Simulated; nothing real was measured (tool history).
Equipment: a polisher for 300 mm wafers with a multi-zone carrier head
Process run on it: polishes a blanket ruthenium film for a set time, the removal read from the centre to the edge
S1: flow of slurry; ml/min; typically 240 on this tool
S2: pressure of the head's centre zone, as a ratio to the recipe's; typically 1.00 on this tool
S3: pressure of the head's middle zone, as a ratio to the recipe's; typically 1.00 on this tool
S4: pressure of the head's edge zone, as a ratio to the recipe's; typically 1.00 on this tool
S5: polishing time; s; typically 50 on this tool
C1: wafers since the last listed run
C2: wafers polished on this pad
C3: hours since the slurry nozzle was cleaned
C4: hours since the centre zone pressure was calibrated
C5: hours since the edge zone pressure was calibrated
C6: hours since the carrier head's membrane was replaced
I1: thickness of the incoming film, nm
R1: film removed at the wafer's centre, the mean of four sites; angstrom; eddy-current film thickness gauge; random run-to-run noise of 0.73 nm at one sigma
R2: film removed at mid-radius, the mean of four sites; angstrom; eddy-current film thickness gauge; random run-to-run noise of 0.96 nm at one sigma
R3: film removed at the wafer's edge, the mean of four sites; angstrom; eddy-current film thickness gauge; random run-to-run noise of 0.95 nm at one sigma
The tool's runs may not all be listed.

run	hour	S1	S2	S3	S4	S5	C1	C2	C3	C4	C5	C6	I1	R1	R2	R3
1	0.0	240	1.00	1.00	1.00	50	0	221	479.9	872.2	669.5	1901.7	506.6	769	779	776
2	16.2	240	1.00	1.00	1.00	43	131	352	496.1	888.4	685.7	1917.9	498.1	654	678	655
3	49.7	240	1.00	1.00	1.00	59	272	625	529.6	921.9	719.2	1951.4	497.7	871	880	864
# hour 63.4: worn pad replaced by a new one
4	63.9	240	1.00	1.00	1.00	59	82	4	543.8	936.1	733.4	1965.6	492.4	936	955	958
5	89.5	240	1.00	1.00	1.00	59	208	212	569.4	961.7	759.0	1991.2	495.2	914	964	919
6	124.5	240	1.00	0.92	0.91	50	284	497	604.4	996.7	794.0	2026.2	499.1	749	714	728
# hour 126.8: centre zone pressure recalibrated
# hour 127.3: slurry nozzle cleaned
# hour 137.8: worn pad replaced by a new one
7	151.5	240	1.00	0.92	0.91	50	166	111	24.2	24.7	821.0	2053.2	502.2	777	746	741
# hour 159.6: carrier head's membrane replaced by a new one, of another model than before
8	185.3	240	1.00	0.92	0.91	50	234	345	58.0	58.5	854.8	25.7	498.1	761	694	705
9	209.2	240	1.00	1.00	1.00	50	194	539	81.9	82.4	878.7	49.6	502.6	720	755	742
# hour 228.9: worn pad replaced by a new one
10	239.2	240	0.92	1.00	0.94	56	211	84	111.9	112.4	908.7	79.6	497.9	780	924	848
11	261.2	315	1.00	1.00	1.00	61	178	263	133.9	134.4	930.7	101.6	507.6	976	990	953
12	282.4	240	1.00	1.00	1.00	50	172	435	155.1	155.6	951.9	122.8	499.5	745	772	762
13	297.9	240	1.09	1.00	1.00	59	126	561	170.6	171.1	967.4	138.3	502.6	991	911	902
# hour 305.7: edge zone pressure recalibrated
# hour 305.9: worn pad replaced by a new one
14	318.7	310	1.00	1.08	0.93	50	151	104	191.4	191.9	13.0	159.1	498.1	797	889	763
15	342.2	240	1.00	1.00	1.00	50	191	295	214.9	215.4	36.5	182.6	503.2	772	794	785
16	362.3	240	1.00	1.00	1.10	50	163	458	235.0	235.5	56.6	202.7	507.4	751	777	834
# hour 375.0: worn pad replaced by a new one
17	391.4	240	1.00	1.00	1.00	43	204	133	264.1	264.6	85.7	231.8	491.7	681	710	680
18	406.2	240	1.00	1.06	0.94	50	120	253	278.9	279.4	100.5	246.6	492.0	776	875	742

What differs in the tool's unlogged condition from the final listed run ahead of each entry between runs to the first listed run following it?
From run 3 to run 4: worn pad replaced by a new one (hour 63.4)
  removal rate lost through wear of the pad, %: 8.73 -> 0.889
  measured minus no-state result, R1: -83 -> -9 angstrom; R2: -84 -> -9 angstrom; R3: -83 -> -9 angstrom
From run 6 to run 7: centre zone pressure recalibrated (hour 126.8); slurry nozzle cleaned (hour 127.3); worn pad replaced by a new one (hour 137.8)
  removal rate lost through wear of the pad, %: 6.55 -> 3.38
  measured minus no-state result, R1: -52 -> -27 angstrom; R2: -50 -> -26 angstrom; R3: -51 -> -25 angstrom
From run 7 to run 8: carrier head's membrane replaced by a new one, of another model than before (hour 159.6)
  removal rate lost through wear of the pad, %: 3.38 -> 6.54
  measured minus no-state result, R1: -27 -> -53 angstrom; R2: -26 -> -48 angstrom; R3: -25 -> -49 angstrom
From run 9 to run 10: worn pad replaced by a new one (hour 228.9)
  removal rate lost through wear of the pad, %: 8.78 -> 1.91
  measured minus no-state result, R1: -70 -> -15 angstrom; R2: -73 -> -18 angstrom; R3: -72 -> -16 angstrom
From run 13 to run 14: edge zone pressure recalibrated (hour 305.7); worn pad replaced by a new one (hour 305.9)
  removal rate lost through wear of the pad, %: 7.4 -> 1.78
  measured minus no-state result, R1: -79 -> -14 angstrom; R2: -73 -> -17 angstrom; R3: -72 -> -14 angstrom
From run 16 to run 17: worn pad replaced by a new one (hour 375.0)
  removal rate lost through wear of the pad, %: 5.86 -> 1.76
  measured minus no-state result, R1: -46 -> -13 angstrom; R2: -48 -> -13 angstrom; R3: -52 -> -12 angstrom

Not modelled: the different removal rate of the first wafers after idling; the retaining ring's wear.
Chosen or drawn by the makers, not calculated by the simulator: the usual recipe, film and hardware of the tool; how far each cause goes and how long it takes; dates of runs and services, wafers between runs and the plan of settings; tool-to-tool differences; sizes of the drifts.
